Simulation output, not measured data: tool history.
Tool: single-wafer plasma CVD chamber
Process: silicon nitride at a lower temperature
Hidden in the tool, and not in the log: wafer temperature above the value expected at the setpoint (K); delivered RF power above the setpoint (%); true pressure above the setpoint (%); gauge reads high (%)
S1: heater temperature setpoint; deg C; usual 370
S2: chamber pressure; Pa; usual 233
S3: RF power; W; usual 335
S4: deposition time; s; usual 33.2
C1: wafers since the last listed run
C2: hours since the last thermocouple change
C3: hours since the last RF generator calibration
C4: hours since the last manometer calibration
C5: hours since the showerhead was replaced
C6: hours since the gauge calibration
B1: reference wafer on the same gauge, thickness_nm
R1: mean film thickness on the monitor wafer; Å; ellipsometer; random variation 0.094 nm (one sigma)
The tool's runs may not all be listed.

run,hour,S1,S2,S3,S4,C1,C2,C3,C4,C5,C6,B1,R1
1,0,370,233,335,33.2,0,733.9,549.7,861.5,1721.9,1207.3,46.81,459.61
2,179.2,370,233,335,33.2,5771,913.1,728.9,1040.7,1901.1,1386.5,46.833,457.14
3,205.1,370,233,335,33.2,834,939,754.8,1066.6,1927,1412.4,46.778,458.41
4,273.3,370,233,335,30.2,2196,1007.2,823,1134.8,1995.2,1480.6,46.771,415.68
5,331.4,370,233,335,33.2,1871,1065.3,881.1,1192.9,2053.3,1538.7,46.806,455.75
6,374,370,233,335,33.2,1371,1107.9,923.7,1235.5,2095.9,1581.3,46.795,457.63
7,409.8,370,233,335,33.2,1152,1143.7,959.5,1271.3,2131.7,1617.1,46.752,457.29
8,471.5,370,233,335,33.2,1987,1205.4,1021.2,1333,2193.4,1678.8,46.811,457.93
# hour 633.4: showerhead replaced
9,642.4,370,233,335,33.2,5246,1376.3,1192.1,1503.9,9,1849.7,46.802,458.19
# hour 676: gauge calibrated
10,708.5,370,233,335,33.2,2128,1442.4,1258.2,1570,75.1,32.5,46.816,456.63
# hour 742.3: RF generator calibrated
11,752.6,370,233,335,33.2,1162,1486.5,10.3,1614.1,119.2,76.6,46.785,456.35
# hour 787.1: thermocouple changed; heater temperature recalibrated
12,790.4,370,233,335,33.2,959,3.3,48.1,1651.9,157,114.4,46.785,457.65
13,896,370,233,335,33.2,3400,108.9,153.7,1757.5,262.6,220,46.787,456.03
14,988.3,375,233,335,37.1,2972,201.2,246,1849.8,354.9,312.3,46.767,508.94
# hour 1025: capacitance manometer re-zeroed and calibrated
15,1039.5,370,292,275,39.5,1391,252.4,297.2,14.5,406.1,363.5,46.795,524.91
16,1091.1,370,233,390,33.2,1661,304,348.8,66.1,457.7,415.1,46.809,502.71
17,1117.1,363,248,335,33.2,837,330,374.8,92.1,483.7,441.1,46.821,471.68
18,1143.2,375,233,375,33.2,840,356.1,400.9,118.2,509.8,467.2,46.81,490.52
19,1170.9,355,233,335,33.2,892,383.8,428.6,145.9,537.5,494.9,46.807,468.07
20,1227.7,370,184,335,39.3,1829,440.6,485.4,202.7,594.3,551.7,46.793,516.49
21,1288.5,376,233,335,33.2,1958,501.4,546.2,263.5,655.1,612.5,46.836,462.57
22,1330,370,233,335,33.2,1336,542.9,587.7,305,696.6,654,46.752,460.92
23,1360.3,370,233,335,33.2,975,573.2,618,335.3,726.9,684.3,46.827,461.96
24,1414.2,370,269,310,33.2,1735,627.1,671.9,389.2,780.8,738.2,46.774,457.37
25,1472,385,191,285,38.2,1861,684.9,729.7,447,838.6,796,46.815,458.99
26,1529.4,370,233,335,33.2,1848,742.3,787.1,504.4,896,853.4,46.794,459.98

The tool's hidden state at each run:
wafer temperature above the value expected at the setpoint (K): 0 in every run
delivered RF power above the setpoint (%): 0 in every run
gauge reads high (%): 0 in every run
H1: true pressure above the setpoint (%)
run,H1
1,-5.58
2,-6.12
3,-6.19
4,-6.36
5,-6.49
6,-6.57
7,-6.64
8,-6.75
9,-7.01
10,-7.1
11,-7.15
12,-7.19
13,-7.29
14,-7.37
15,-0.136
16,-0.748
17,-1.04
18,-1.32
19,-1.6
20,-2.16
21,-2.7
22,-3.04
23,-3.27
24,-3.67
25,-4.06
26,-4.41
